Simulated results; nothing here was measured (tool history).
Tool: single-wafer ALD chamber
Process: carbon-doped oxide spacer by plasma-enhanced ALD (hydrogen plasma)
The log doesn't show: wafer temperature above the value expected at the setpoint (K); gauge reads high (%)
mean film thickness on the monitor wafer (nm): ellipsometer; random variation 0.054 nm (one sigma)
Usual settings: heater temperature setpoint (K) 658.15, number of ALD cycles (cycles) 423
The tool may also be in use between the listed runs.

run     day  heater temperature setpoint (K)  number of ALD cycles (cycles)  wafers since the last listed run  hours since the last thermocouple change  hours since the gauge calibration  read-back reference wafer on the same gauge, thickness_nm  mean film thickness on the monitor wafer (nm)
  1       0                           647.15                            459                                 0                                    1692.4                              446.3                                                     19.515                                         23.264
  2     1.3                           647.15                            459                                27                                    1723.6                              477.5                                                       19.5                                         23.252
  3   3.521                           658.15                            423                                47                                    1776.9                              530.8                                                     19.502                                         21.365
  4   5.842                           658.15                            423                                49                                    1832.6                              586.5                                                     19.508                                         21.432
  5   8.462                           658.15                            423                                56                                    1895.5                              649.4                                                     19.492                                         21.336
  6  10.896                           658.15                            394                                52                                    1953.9                              707.8                                                     19.493                                         19.947
  7  13.279                           658.15                            487                                51                                    2011.1                                765                                                     19.496                                         24.749
  8  15.338                           658.15                            487                                44                                    2060.5                              814.4                                                     19.504                                         24.619
  9    21.7                           658.15                            423                               136                                    2213.2                              967.1                                                     19.505                                         21.516
 10  22.721                           658.15                            423                                21                                    2237.7                              991.6                                                     19.504                                          21.42
 11  24.058                           658.15                            423                                28                                    2269.8                             1023.7                                                     19.505                                         21.467
 12  26.525                           658.15                            423                                53                                      2329                             1082.9                                                     19.494                                         21.446
     26.892  -- thermocouple changed; heater temperature recalibrated
     27.496  -- gauge calibrated
 13  28.429                           658.15                            458                                33                                      36.9                               22.4                                                     19.506                                         23.334
 14  30.962                           647.15                            366                                54                                      97.7                               83.2                                                       19.5                                         18.585
 15  33.475                           658.15                            423                                54                                       158                              143.5                                                     19.495                                         21.429
 16  34.583                           658.15                            423                                23                                     184.6                              170.1                                                     19.505                                         21.353
 17  35.725                           653.15                            423                                24                                       212                              197.5                                                     19.513                                         21.428
 18  38.529                           658.15                            423                                60                                     279.3                              264.8                                                     19.512                                         21.405
 19  40.692                           668.15                            423                                46                                     331.2                              316.7                                                     19.509                                         21.391
 20  43.812                           658.15                            423                                67                                     406.1                              391.6                                                     19.501                                         21.376
 21  46.125                           653.15                            495                                49                                     461.6                              447.1                                                       19.5                                         25.155
 22  50.058                           643.15                            423                                84                                       556                              541.5                                                     19.503                                           21.5
 23  52.304                           658.15                            423                                48                                     609.9                              595.4                                                     19.501                                          21.38
 24  54.138                           665.15                            359                                39                                     653.9                              639.4                                                     19.505                                         18.155
 25  56.129                           672.15                            381                                42                                     701.7                              687.2                                                     19.498                                         19.342
 26  58.162                           646.15                            371                                43                                     750.5                                736                                                     19.492                                           18.8

Hidden state at the last listed run before each entry between runs and at the first one after, where it differs:
Between runs 12 and 13: thermocouple changed; heater temperature recalibrated (day 26.892); gauge calibrated (day 27.496)
  no hidden state differs between the two runs
